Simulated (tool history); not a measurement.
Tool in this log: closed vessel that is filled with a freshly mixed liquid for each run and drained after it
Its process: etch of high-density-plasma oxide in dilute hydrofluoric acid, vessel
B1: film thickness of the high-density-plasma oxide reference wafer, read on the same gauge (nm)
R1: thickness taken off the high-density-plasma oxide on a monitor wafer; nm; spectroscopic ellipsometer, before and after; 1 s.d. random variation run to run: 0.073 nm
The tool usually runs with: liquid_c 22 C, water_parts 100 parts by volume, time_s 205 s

Run 1, hour 0: usual settings; B1 139.96. Result: R1 9.36 nm.
Run 2, hour 79.6: usual settings; B1 139.99. Result: R1 9.4 nm.
Run 3, hour 167.2: usual settings but water_parts 90 parts by volume; B1 140.04. Result: R1 10.58 nm.
Run 4, hour 261: usual settings; B1 140.02. Result: R1 9.46 nm.
Run 5, hour 342.8: usual settings; B1 139.99. Result: R1 9.45 nm.
Run 6, hour 405.5: usual settings; B1 140.01. Result: R1 9.37 nm.
Run 7, hour 495.2: usual settings but water_parts 75 parts by volume, time_s 230 s; B1 139.99. Result: R1 14.5 nm.
Run 8, hour 600.4: usual settings but water_parts 75 parts by volume, time_s 230 s; B1 139.99. Result: R1 14.62 nm.
Run 9, hour 679.2: usual settings; B1 140. Result: R1 9.44 nm.
At hour 700.1: hydrofluoric acid flow meter replaced.
Run 10, hour 734.8: usual settings; B1 139.99. Result: R1 9.45 nm.
Run 11, hour 786.3: usual settings; B1 140.01. Result: R1 9.47 nm.
Run 12, hour 869: usual settings; B1 140. Result: R1 9.45 nm.
Run 13, hour 954.8: usual settings but liquid_c 18 C, water_parts 80 parts by volume; B1 140. Result: R1 10.14 nm.
Run 14, hour 999.8: usual settings; B1 139.98. Result: R1 9.4 nm.
Run 15, hour 1128.7: usual settings; B1 140.02. Result: R1 9.43 nm.
Run 16, hour 1204: usual settings; B1 139.99. Result: R1 9.52 nm.
Run 17, hour 1305.1: usual settings but liquid_c 25.5 C, water_parts 115 parts by volume, time_s 150 s; B1 140. Result: R1 6.8 nm.
At hour 1307.4: gauge calibrated.
Run 18, hour 1347: usual settings but liquid_c 24.5 C, water_parts 75 parts by volume, time_s 100 s; B1 139.99. Result: R1 6.9 nm.
Run 19, hour 1405.1: usual settings but liquid_c 25 C, time_s 115 s; B1 140.04. Result: R1 5.99 nm.
Run 20, hour 1443.6: usual settings but water_parts 125 parts by volume, time_s 240 s; B1 140.02. Result: R1 8.62 nm.
Run 21, hour 1541.6: usual settings but liquid_c 19.5 C, time_s 250 s; B1 140. Result: R1 10.4 nm.
At hour 1552.8: thermometer replaced.
Run 22, hour 1601.9: usual settings; B1 140.02. Result: R1 9.45 nm.
Run 23, hour 1668.6: usual settings; B1 140.04. Result: R1 9.5 nm.
Run 24, hour 1708.3: usual settings but water_parts 145 parts by volume; B1 140.01. Result: R1 6.13 nm.
Run 25, hour 1754.8: usual settings but water_parts 85 parts by volume, time_s 150 s; B1 140.02. Result: R1 8.28 nm.
Run 26, hour 1841.5: usual settings but liquid_c 24 C, water_parts 55 parts by volume, time_s 145 s; B1 140.01. Result: R1 13.9 nm.
Run 27, hour 1894.3: usual settings but time_s 325 s; B1 140. Result: R1 15.08 nm.
Run 28, hour 1939.5: usual settings; B1 139.96. Result: R1 9.39 nm.
Run 29, hour 2010.5: usual settings but liquid_c 24.5 C; B1 140. Result: R1 10.39 nm.
At hour 2180.3: hydrofluoric acid flow meter replaced.
Run 30, hour 2217.6: usual settings but liquid_c 20 C, water_parts 150 parts by volume, time_s 145 s; B1 140.01. Result: R1 3.86 nm.
Run 31, hour 2309.6: usual settings but liquid_c 17.5 C, water_parts 75 parts by volume, time_s 285 s; B1 140.01. Result: R1 15.05 nm.
Run 32, hour 2369.5: usual settings but liquid_c 25.5 C, water_parts 80 parts by volume; B1 140.01. Result: R1 13.86 nm.

What was the tool's hidden state at every run in the log?
liquid colder than its thermometer reads (K): 0 across all the runs
hydrofluoric acid flow above the setpoint (%): 0 across all the runs
gauge reads high (%): 0 across all the runs
